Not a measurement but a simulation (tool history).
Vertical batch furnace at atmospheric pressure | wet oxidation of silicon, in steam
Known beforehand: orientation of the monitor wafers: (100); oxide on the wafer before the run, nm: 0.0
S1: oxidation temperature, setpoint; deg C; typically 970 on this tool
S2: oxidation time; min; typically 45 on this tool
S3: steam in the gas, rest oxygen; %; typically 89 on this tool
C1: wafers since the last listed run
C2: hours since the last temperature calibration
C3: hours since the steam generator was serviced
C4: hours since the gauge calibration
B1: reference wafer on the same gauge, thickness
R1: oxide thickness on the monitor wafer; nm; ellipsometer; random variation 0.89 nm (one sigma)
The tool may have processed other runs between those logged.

run     day   S1    S2  S3   C1      C2      C3      C4      B1      R1
  1       0  970    45  89    0  4470.1  3247.4   621.9  267.19  212.05
  2   0.796  970    45  89  184  4489.2  3266.5     641  267.21  211.76
  3   2.171  970    45  89  319  4522.2  3299.5     674  266.67  211.69
  4   2.796  970    45  89  145  4537.2  3314.5     689   267.2  211.71
  5   3.438  970    45  89  149  4552.6  3329.9   704.4  267.35  213.08
  6   5.225  970    45  95  415  4595.5  3372.8   747.3  267.17  222.63
  7   5.904  970    45  89  157  4611.8  3389.1   763.6  266.24  212.18
  8   7.183  970    45  89  297  4642.5  3419.8   794.3   267.1  211.57
  9    8.15  970    45  89  224  4665.7    3443   817.5  267.01  212.48
 10   8.867  970    45  89  166  4682.9  3460.2   834.7  266.66  212.39
 11  10.317  970    45  89  336  4717.7    3495   869.5  266.85  210.42
 12  11.933  970    45  89  375  4756.5  3533.8   908.3  266.91  212.79
 13  12.754  970    45  89  190  4776.2  3553.5     928  266.97  211.97
 14  13.296  970    45  89  125  4789.2  3566.5     941  267.01  213.58
 15  17.283  970    45  89  926  4884.9  3662.2  1036.7  266.95  210.61
 16  18.183  970    45  86  209  4906.5  3683.8  1058.3  267.23  206.23
 17  22.075  970    45  86  904  4999.9  3777.2  1151.7  267.27  206.55
 18  22.862  988    45  94  182  5018.8  3796.1  1170.6  266.76  258.95
     24.154  -- gauge calibrated
 19  24.333  988    45  94  341  5054.1  3831.4     4.3  266.76  260.19
     25.646  -- thermocouples replaced and temperature profile calibrated
 20  25.667  970    45  89   77     0.5  3863.4    36.3  266.81  209.93
 21   26.75  946  51.5  82  251    26.5  3889.4    62.3  267.47  172.45
 22  27.604  970  52.5  89  198      47  3909.9    82.8  267.32  237.83
 23  28.229  970    45  83  145      62  3924.9    97.8   267.2  200.91
 24  29.388  970    45  89  269    89.8  3952.7   125.6  266.94   211.2
 25  30.512  957  26.5  96  261   116.8  3979.7   152.6  267.17  127.65
 26  31.362  970    45  89  197   137.2  4000.1     173     267  211.95
     32.954  -- steam generator serviced
 27  32.975  950    60  78  142   175.9     0.5   211.7  266.47  209.01
 28  33.696  945  36.5  84  167   193.2    17.8     229  266.98  139.67
 29  34.917  946    45  89  283   222.5    47.1   258.3  266.34  176.54
 30  35.633  970    55  89  166   239.7    64.3   275.5  266.34  262.57
 31  37.092  949  31.5  80  338   274.7    99.3   310.5  266.68  122.65
 32    37.7  986    54  86  141   289.3   113.9   325.1   267.1  290.14
 33  38.488  987    29  93  182   308.2   132.8     344  266.86  193.04
 34   39.25  970    45  89  177   326.5   151.1   362.3  266.94  224.26
 35  40.017  957    63  97  178   344.9   169.5   380.7  267.45  273.91
 36  41.117  989  31.5  89  255   371.3   195.9   407.1  267.49  204.01
 37  44.738  970    45  78  841   458.2   282.8     494  266.61  202.42
 38  45.883  970    45  86  266   485.7   310.3   521.5   266.8   217.1

Across each entry between runs, compare the hidden state at the last listed run before it with the hidden state at the first listed run after it:
In the gap between runs 18 and 19: gauge calibrated (day 24.154)
  steam share off its setpoint, % of the setpoint: -8.58 -> -8.59
  difference, measured minus the result without the unlogged condition, R1: -17.74 -> -17.86 nm
In the gap between runs 19 and 20: thermocouples replaced and temperature profile calibrated (day 25.646)
  steam share off its setpoint, % of the setpoint: -8.59 -> -8.6
  difference, measured minus the result without the unlogged condition, R1: -17.86 -> -15.35 nm
In the gap between runs 26 and 27: steam generator serviced (day 32.954)
  steam share off its setpoint, % of the setpoint: -8.63 -> -0.578
  difference, measured minus the result without the unlogged condition, R1: -15.58 -> -0.98 nm
